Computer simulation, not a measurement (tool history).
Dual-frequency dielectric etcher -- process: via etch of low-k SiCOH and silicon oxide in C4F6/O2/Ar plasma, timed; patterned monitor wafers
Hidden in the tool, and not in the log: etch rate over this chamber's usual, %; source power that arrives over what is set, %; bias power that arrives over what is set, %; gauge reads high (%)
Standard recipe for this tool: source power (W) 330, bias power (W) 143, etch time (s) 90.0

run    hour  source power (W)  bias power (W)  etch time (s)  wafers since the last listed run  hours since the last wet clean  hours since the last source power generator calibration  hours since the last bias power generator calibration  hours since the last upper electrode change  hours since the gauge calibration  read-back reference wafer on the same gauge, depth_nm  mean etch depth across the wafer (angstrom)
  1     0.0               330             143           90.0                                 0                            62.1                                                   4144.4                                                  917.8                                       2466.6                              329.7                                                  261.2                                         2383
  2    95.1               330             143           90.0                               618                           157.2                                                   4239.5                                                 1012.9                                       2561.7                              424.8                                                  260.9                                         2383
  3   200.8               370             120           90.0                               687                           262.9                                                   4345.2                                                 1118.6                                       2667.4                              530.5                                                  261.1                                         2426
      362.8  -- wet clean of the chamber
  4   414.7               370             120           90.0                              1234                            51.9                                                   4559.1                                                 1332.5                                       2881.3                              744.4                                                  261.1                                         2394
  5   530.2               370             120           90.0                               750                           167.4                                                   4674.6                                                 1448.0                                       2996.8                              859.9                                                  261.2                                         2419
  6   574.1               330             143           90.0                               285                           211.3                                                   4718.5                                                 1491.9                                       3040.7                              903.8                                                  260.9                                         2413
  7   627.0               330             143           90.0                               343                           264.2                                                   4771.4                                                 1544.8                                       3093.6                              956.7                                                  260.7                                         2424
      705.6  -- upper electrode replaced
      761.4  -- wet clean of the chamber
  8   822.9               330             143           90.0                               961                            61.5                                                   4967.3                                                 1740.7                                        117.3                             1152.6                                                  261.3                                         2384
      876.7  -- source power generator calibrated
  9   919.3               370             143           90.0                               600                           157.9                                                     42.6                                                 1837.1                                        213.7                             1249.0                                                  261.2                                         2534
      976.0  -- bias power generator calibrated
 10  1004.4               370             143           90.0                               527                           243.0                                                    127.7                                                   28.4                                        298.8                             1334.1                                                  260.7                                         2587
     1063.1  -- gauge calibrated
 11  1067.5               330             143           90.0                               410                           306.1                                                    190.8                                                   91.5                                        361.9                                4.4                                                  261.2                                         2474
     1142.1  -- wet clean of the chamber
 12  1165.4               330             143           90.0                               480                            23.3                                                    288.7                                                  189.4                                        459.8                              102.3                                                  261.0                                         2410
 13  1269.9               290             126          105.0                               679                           127.8                                                    393.2                                                  293.9                                        564.3                              206.8                                                  260.9                                         2584
 14  1310.7               350             143           76.0                               265                           168.6                                                    434.0                                                  334.7                                        605.1                              247.6                                                  260.9                                         2095
 15  1348.5               370             120           90.0                               245                           206.4                                                    471.8                                                  372.5                                        642.9                              285.4                                                  261.3                                         2455
 16  1455.4               330             143           90.0                               695                           313.3                                                    578.7                                                  479.4                                        749.8                              392.3                                                  260.9                                         2448
 17  1497.2               380             131          116.0                               271                           355.1                                                    620.5                                                  521.2                                        791.6                              434.1                                                  261.1                                         3292
     1530.1  -- wet clean of the chamber
 18  1603.8               410             109           90.0                               537                            73.7                                                    727.1                                                  627.8                                        898.2                              540.7                                                  261.1                                         2460
 19  1687.4               330             143           90.0                               543                           157.3                                                    810.7                                                  711.4                                        981.8                              624.3                                                  260.9                                         2409
 20  1759.6               410             109           90.0                               469                           229.5                                                    882.9                                                  783.6                                       1054.0                              696.5                                                  261.4                                         2497
 21  1815.2               330             166           75.0                               361                           285.1                                                    938.5                                                  839.2                                       1109.6                              752.1                                                  260.9                                         2111
 22  1901.8               330             143           90.0                               563                           371.7                                                   1025.1                                                  925.8                                       1196.2                              838.7                                                  260.9                                         2464
 23  1961.1               330             128          109.0                               385                           431.0                                                   1084.4                                                  985.1                                       1255.5                              898.0                                                  261.2                                         2896
     1993.4  -- wet clean of the chamber
 24  2043.1               410             170           64.5                               377                            49.7                                                   1166.4                                                 1067.1                                       1337.5                              980.0                                                  261.0                                         1978

Below are 5 alternative next runs, each starting from the tool's condition after run 24. Predict each:
  A  2043.5               310             143           90.0                                 2                            50.1                                                   1166.8                                                 1067.5                                       1337.9                              980.4                                                      ?                                            ?
  B  2043.5               260             130           90.0                                 2                            50.1                                                   1166.8                                                 1067.5                                       1337.9                              980.4                                                      ?                                            ?
  C  2043.5               330             172           64.5                                 2                            50.1                                                   1166.8                                                 1067.5                                       1337.9                              980.4                                                      ?                                            ?
  D  2043.5               330             169           90.0                                 2                            50.1                                                   1166.8                                                 1067.5                                       1337.9                              980.4                                                      ?                                            ?
  E  2043.5               370             179           90.0                                 2                            50.1                                                   1166.8                                                 1067.5                                       1337.9                              980.4                                                      ?                                            ?

run  read-back reference wafer on the same gauge, depth_nm  mean etch depth across the wafer (angstrom)
  A                                                  261.4                                         2327
  B                                                  261.4                                         2092
  C                                                  261.4                                         1804
  D                                                  261.4                                         2505
  E                                                  261.4                                         2678
With no hidden state in the tool, these same runs would have given:
run  mean etch depth across the wafer (angstrom)
  A                                         2337
  B                                         2101
  C                                         1813
  D                                         2517
  E                                         2691

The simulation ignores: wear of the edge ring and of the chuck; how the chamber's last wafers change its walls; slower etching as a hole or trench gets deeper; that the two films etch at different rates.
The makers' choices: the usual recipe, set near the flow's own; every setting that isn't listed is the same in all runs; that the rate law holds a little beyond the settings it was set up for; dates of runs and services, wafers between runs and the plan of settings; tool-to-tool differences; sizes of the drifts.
